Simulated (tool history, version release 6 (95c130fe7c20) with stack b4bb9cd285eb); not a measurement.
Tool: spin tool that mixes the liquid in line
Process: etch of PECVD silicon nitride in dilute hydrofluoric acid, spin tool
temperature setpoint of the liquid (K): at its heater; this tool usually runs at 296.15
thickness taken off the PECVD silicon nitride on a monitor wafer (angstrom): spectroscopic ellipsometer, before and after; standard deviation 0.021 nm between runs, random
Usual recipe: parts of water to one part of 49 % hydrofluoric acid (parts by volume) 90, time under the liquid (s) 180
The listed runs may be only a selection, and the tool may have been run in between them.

| run | hour | temperature setpoint of the liquid (K) | parts of water to one part of 49 % hydrofluoric acid (parts by volume) | time under the liquid (s) | wafers since the last listed run | hours since the thermometer was replaced | hours since the hydrofluoric acid flow meter was replaced | hours since the gauge calibration | read-back film thickness of the PECVD silicon nitride reference wafer, read on the same gauge (nm) | thickness taken off the PECVD silicon nitride on a monitor wafer (angstrom) |
|---|---|---|---|---|---|---|---|---|---|---|
| 1 | 0 | 296.15 | 90 | 180 | 0 | 125 | 782 | 638 | 80.007 | 28.86 |
| 2 | 78.9 | 296.15 | 60 | 180 | 445 | 203.9 | 860.9 | 716.9 | 79.983 | 43.7 |
| 3 | 168.6 | 296.15 | 60 | 180 | 506 | 293.6 | 950.6 | 806.6 | 80.009 | 43.55 |
| 4 | 381.2 | 296.15 | 90 | 180 | 1200 | 506.2 | 1163.2 | 1019.2 | 79.987 | 28.74 |
| 5 | 449.7 | 296.15 | 90 | 180 | 386 | 574.7 | 1231.7 | 1087.7 | 79.995 | 28.61 |
| 6 | 500.4 | 293.65 | 90 | 180 | 286 | 625.4 | 1282.4 | 1138.4 | 80.005 | 24.12 |
| 7 | 580.3 | 293.65 | 90 | 180 | 451 | 705.3 | 1362.3 | 1218.3 | 79.998 | 24.06 |
|  | 609 | gauge calibrated |
| 8 | 618.7 | 293.65 | 90 | 180 | 216 | 743.7 | 1400.7 | 9.7 | 80.01 | 23.79 |
| 9 | 683.2 | 294.65 | 60 | 215 | 364 | 808.2 | 1465.2 | 74.2 | 79.993 | 45.15 |
| 10 | 731.3 | 301.15 | 125 | 220 | 271 | 856.3 | 1513.3 | 122.3 | 80.012 | 34.44 |
| 11 | 826.1 | 296.15 | 60 | 180 | 535 | 951.1 | 1608.1 | 217.1 | 80.006 | 41.97 |

For run 12, what comes out?
| 12 | 873.3 | 296.15 | 90 | 180 | 266 | 998.3 | 1655.3 | 264.3 | ? | ? |

{"run 12": {"read-back film thickness of the PECVD silicon nitride reference wafer, read on the same gauge (nm)": 79.982, "thickness taken off the PECVD silicon nitride on a monitor wafer (angstrom)": 27.76}}
Were there no unlogged condition in the tool, this run, its random variation unchanged, would have produced thickness taken off the PECVD silicon nitride on a monitor wafer (angstrom) 30.13.
